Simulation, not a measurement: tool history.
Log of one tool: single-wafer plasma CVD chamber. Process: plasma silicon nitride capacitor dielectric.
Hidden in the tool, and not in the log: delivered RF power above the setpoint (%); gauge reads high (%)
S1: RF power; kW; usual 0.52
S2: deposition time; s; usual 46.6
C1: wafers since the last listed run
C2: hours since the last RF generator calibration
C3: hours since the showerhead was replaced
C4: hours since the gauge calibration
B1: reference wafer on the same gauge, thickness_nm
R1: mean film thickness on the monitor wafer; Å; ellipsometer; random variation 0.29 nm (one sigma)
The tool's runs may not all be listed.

{"run": 1, "hour": 0.0, "S1": 0.45, "S2": 44.6, "C1": 0, "C2": 1154.7, "C3": 2922.3, "C4": 844.5, "B1": 70.653, "R1": 591.15}
{"hour": 64.1, "done": "RF generator calibrated"}
{"run": 2, "hour": 96.5, "S1": 0.45, "S2": 44.6, "C1": 1241, "C2": 32.4, "C3": 3018.8, "C4": 941, "B1": 70.763, "R1": 601.78}
{"run": 3, "hour": 181.6, "S1": 0.52, "S2": 46.6, "C1": 1193, "C2": 117.5, "C3": 3103.9, "C4": 1026.1, "B1": 70.769, "R1": 663.93}
{"run": 4, "hour": 242.0, "S1": 0.52, "S2": 46.6, "C1": 847, "C2": 177.9, "C3": 3164.3, "C4": 1086.5, "B1": 70.644, "R1": 660.68}
{"run": 5, "hour": 283.6, "S1": 0.52, "S2": 46.6, "C1": 583, "C2": 219.5, "C3": 3205.9, "C4": 1128.1, "B1": 70.766, "R1": 663.04}
{"run": 6, "hour": 354.9, "S1": 0.455, "S2": 46.6, "C1": 1000, "C2": 290.8, "C3": 3277.2, "C4": 1199.4, "B1": 70.765, "R1": 625.7}
{"run": 7, "hour": 425.5, "S1": 0.52, "S2": 46.6, "C1": 990, "C2": 361.4, "C3": 3347.8, "C4": 1270, "B1": 70.79, "R1": 660.05}
{"run": 8, "hour": 475.9, "S1": 0.52, "S2": 46.6, "C1": 706, "C2": 411.8, "C3": 3398.2, "C4": 1320.4, "B1": 70.783, "R1": 660.96}
{"run": 9, "hour": 550.0, "S1": 0.52, "S2": 46.6, "C1": 1039, "C2": 485.9, "C3": 3472.3, "C4": 1394.5, "B1": 70.68, "R1": 660.51}
{"run": 10, "hour": 650.1, "S1": 0.52, "S2": 42.2, "C1": 1403, "C2": 586, "C3": 3572.4, "C4": 1494.6, "B1": 70.656, "R1": 595.86}
{"run": 11, "hour": 700.8, "S1": 0.52, "S2": 46.6, "C1": 711, "C2": 636.7, "C3": 3623.1, "C4": 1545.3, "B1": 70.702, "R1": 657.9}
{"run": 12, "hour": 765.3, "S1": 0.49, "S2": 37.9, "C1": 904, "C2": 701.2, "C3": 3687.6, "C4": 1609.8, "B1": 70.764, "R1": 524.57}
{"run": 13, "hour": 859.9, "S1": 0.575, "S2": 46.6, "C1": 1326, "C2": 795.8, "C3": 3782.2, "C4": 1704.4, "B1": 70.655, "R1": 673.79}
{"hour": 999.6, "done": "showerhead replaced"}
{"run": 14, "hour": 1128.9, "S1": 0.52, "S2": 43.1, "C1": 3660, "C2": 1064.8, "C3": 129.3, "C4": 1973.4, "B1": 70.619, "R1": 596.76}
{"run": 15, "hour": 1189.2, "S1": 0.465, "S2": 40.2, "C1": 845, "C2": 1125.1, "C3": 189.6, "C4": 2033.7, "B1": 70.74, "R1": 541.13}
{"hour": 1223.9, "done": "gauge calibrated"}
{"run": 16, "hour": 1286.7, "S1": 0.45, "S2": 46.6, "C1": 1367, "C2": 1222.6, "C3": 287.1, "C4": 62.8, "B1": 70.755, "R1": 622.27}
{"hour": 1353.3, "done": "RF generator calibrated"}
{"run": 17, "hour": 1353.8, "S1": 0.56, "S2": 53.1, "C1": 828, "C2": 0.5, "C3": 354.2, "C4": 129.9, "B1": 70.721, "R1": 770.94}
{"run": 18, "hour": 1386.3, "S1": 0.52, "S2": 46.6, "C1": 455, "C2": 33, "C3": 386.7, "C4": 162.4, "B1": 70.707, "R1": 660.19}
{"run": 19, "hour": 1689.7, "S1": 0.52, "S2": 46.6, "C1": 4255, "C2": 336.4, "C3": 690.1, "C4": 465.8, "B1": 70.641, "R1": 657.67}
{"run": 20, "hour": 1842.1, "S1": 0.615, "S2": 46.6, "C1": 2137, "C2": 488.8, "C3": 842.5, "C4": 618.2, "B1": 70.688, "R1": 698.94}

Forecast each of these 5 alternatives for the next run:
{"run": "A", "hour": 1842.5, "S1": 0.52, "S2": 46.6, "C1": 5, "C2": 489.2, "C3": 842.9, "C4": 618.6, "B1": "?", "R1": "?"}
{"run": "B", "hour": 1842.5, "S1": 0.455, "S2": 41.7, "C1": 5, "C2": 489.2, "C3": 842.9, "C4": 618.6, "B1": "?", "R1": "?"}
{"run": "C", "hour": 1842.5, "S1": 0.44, "S2": 51.6, "C1": 5, "C2": 489.2, "C3": 842.9, "C4": 618.6, "B1": "?", "R1": "?"}
{"run": "D", "hour": 1842.5, "S1": 0.62, "S2": 54.8, "C1": 5, "C2": 489.2, "C3": 842.9, "C4": 618.6, "B1": "?", "R1": "?"}
{"run": "E", "hour": 1842.5, "S1": 0.52, "S2": 55.9, "C1": 5, "C2": 489.2, "C3": 842.9, "C4": 618.6, "B1": "?", "R1": "?"}

run=A B1=70.803 R1=657.83
run=B B1=70.803 R1=563.41
run=C B1=70.803 R1=689.47
run=D B1=70.803 R1=818.95
run=E B1=70.803 R1=789.11
Without the tool's hidden state the same runs would have given:
run=A R1=660.48
run=B R1=565.68
run=C R1=692.25
run=D R1=822.25
run=E R1=792.29

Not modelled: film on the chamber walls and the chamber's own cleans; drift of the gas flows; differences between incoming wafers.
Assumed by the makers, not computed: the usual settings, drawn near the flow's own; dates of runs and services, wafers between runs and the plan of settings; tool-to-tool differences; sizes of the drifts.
